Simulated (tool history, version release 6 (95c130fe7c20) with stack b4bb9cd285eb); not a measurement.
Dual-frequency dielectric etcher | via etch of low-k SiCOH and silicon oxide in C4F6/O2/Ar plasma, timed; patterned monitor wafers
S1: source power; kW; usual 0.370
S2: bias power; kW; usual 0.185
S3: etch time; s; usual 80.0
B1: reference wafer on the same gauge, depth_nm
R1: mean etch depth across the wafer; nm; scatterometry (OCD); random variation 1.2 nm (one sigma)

run 1 hour=0.0 | S1=0.370 S2=0.185 S3=80.0 | B1=210.9 | R1=207.7
run 2 hour=40.7 | S1=0.370 S2=0.185 S3=80.0 | B1=211.0 | R1=207.3
run 3 hour=117.7 | S1=0.370 S2=0.158 S3=80.0 | B1=210.9 | R1=197.5
run 4 hour=189.5 | S1=0.370 S2=0.158 S3=80.0 | B1=211.1 | R1=195.3
run 5 hour=268.5 | S1=0.370 S2=0.185 S3=80.0 | B1=211.1 | R1=202.5
run 6 hour=353.9 | S1=0.370 S2=0.185 S3=80.0 | B1=211.0 | R1=214.2
run 7 hour=408.2 | S1=0.370 S2=0.185 S3=80.0 | B1=211.0 | R1=213.7
run 8 hour=475.1 | S1=0.300 S2=0.166 S3=80.0 | B1=211.1 | R1=189.0
run 9 hour=610.9 | S1=0.300 S2=0.166 S3=80.0 | B1=210.9 | R1=186.1
run 10 hour=667.5 | S1=0.300 S2=0.166 S3=80.0 | B1=211.1 | R1=183.4
run 11 hour=766.4 | S1=0.420 S2=0.185 S3=80.0 | B1=211.0 | R1=216.7
run 12 hour=850.6 | S1=0.420 S2=0.185 S3=80.0 | B1=211.0 | R1=222.1
run 13 hour=932.0 | S1=0.310 S2=0.149 S3=80.0 | B1=210.7 | R1=185.7
run 14 hour=1035.1 | S1=0.420 S2=0.185 S3=80.0 | B1=210.9 | R1=218.0
run 15 hour=1134.0 | S1=0.450 S2=0.172 S3=60.0 | B1=211.0 | R1=169.7
run 16 hour=1199.0 | S1=0.290 S2=0.155 S3=80.0 | B1=211.2 | R1=172.1
run 17 hour=1253.3 | S1=0.370 S2=0.185 S3=80.0 | B1=211.0 | R1=205.7
run 18 hour=1326.7 | S1=0.370 S2=0.185 S3=80.0 | B1=210.9 | R1=214.0
run 19 hour=1398.1 | S1=0.370 S2=0.185 S3=80.0 | B1=211.2 | R1=211.1
run 20 hour=1479.2 | S1=0.370 S2=0.185 S3=80.0 | B1=211.0 | R1=212.0
run 21 hour=1538.8 | S1=0.400 S2=0.185 S3=80.0 | B1=211.0 | R1=219.9
run 22 hour=1837.4 | S1=0.370 S2=0.215 S3=70.0 | B1=211.2 | R1=189.8
run 23 hour=1891.0 | S1=0.370 S2=0.151 S3=58.0 | B1=211.1 | R1=148.5
run 24 hour=1984.7 | S1=0.370 S2=0.185 S3=80.0 | B1=210.8 | R1=209.4
run 25 hour=2034.8 | S1=0.460 S2=0.225 S3=69.5 | B1=211.0 | R1=210.1
run 26 hour=2075.7 | S1=0.340 S2=0.197 S3=71.0 | B1=211.0 | R1=177.5
run 27 hour=2160.1 | S1=0.300 S2=0.197 S3=58.0 | B1=210.9 | R1=133.8
run 28 hour=2214.2 | S1=0.350 S2=0.146 S3=59.0 | B1=210.9 | R1=140.4
run 29 hour=2282.1 | S1=0.310 S2=0.142 S3=80.0 | B1=211.1 | R1=186.3

Taken out of this log: 9 entries between the listed runs. Where each belongs, and how the hidden state differs across it:
Between runs 5 and 6: wet clean of the chamber (hour 300.2)
  etch rate over this chamber's usual, %: -5.54 -> -0.366
  measured less the result without the state, R1: -11.9 -> -0.8 nm
Between runs 6 and 7: bias power generator calibrated (hour 396.3)
  etch rate over this chamber's usual, %: -0.366 -> -0.889
  measured less the result without the state, R1: -0.8 -> -1.9 nm
Between runs 11 and 12: wet clean of the chamber (hour 809.9); source power generator calibrated (hour 850.1)
  etch rate over this chamber's usual, %: -4.34 -> -1.19
  measured less the result without the state, R1: -9.9 -> -2.7 nm
Between runs 14 and 15: upper electrode replaced, of another model than before (hour 1112.3)
  etch rate over this chamber's usual, %: -2.97 -> -3.92
  measured less the result without the state, R1: -6.6 -> -6.9 nm
Between runs 17 and 18: wet clean of the chamber (hour 1326.2)
  etch rate over this chamber's usual, %: -5.07 -> 0.088
  measured less the result without the state, R1: -11.0 -> +0.2 nm
Between runs 19 and 20: gauge calibrated (hour 1464.4)
  etch rate over this chamber's usual, %: -0.6 -> -1.38
  measured less the result without the state, R1: -1.2 -> -3.0 nm
Between runs 21 and 22: wet clean of the chamber (hour 1797.9)
  etch rate over this chamber's usual, %: -1.96 -> -0.862
  measured less the result without the state, R1: -4.4 -> -1.6 nm
Between runs 28 and 29: wet clean of the chamber (hour 2281.6)
  etch rate over this chamber's usual, %: -4.5 -> 0.649
  measured less the result without the state, R1: -6.6 -> +1.2 nm

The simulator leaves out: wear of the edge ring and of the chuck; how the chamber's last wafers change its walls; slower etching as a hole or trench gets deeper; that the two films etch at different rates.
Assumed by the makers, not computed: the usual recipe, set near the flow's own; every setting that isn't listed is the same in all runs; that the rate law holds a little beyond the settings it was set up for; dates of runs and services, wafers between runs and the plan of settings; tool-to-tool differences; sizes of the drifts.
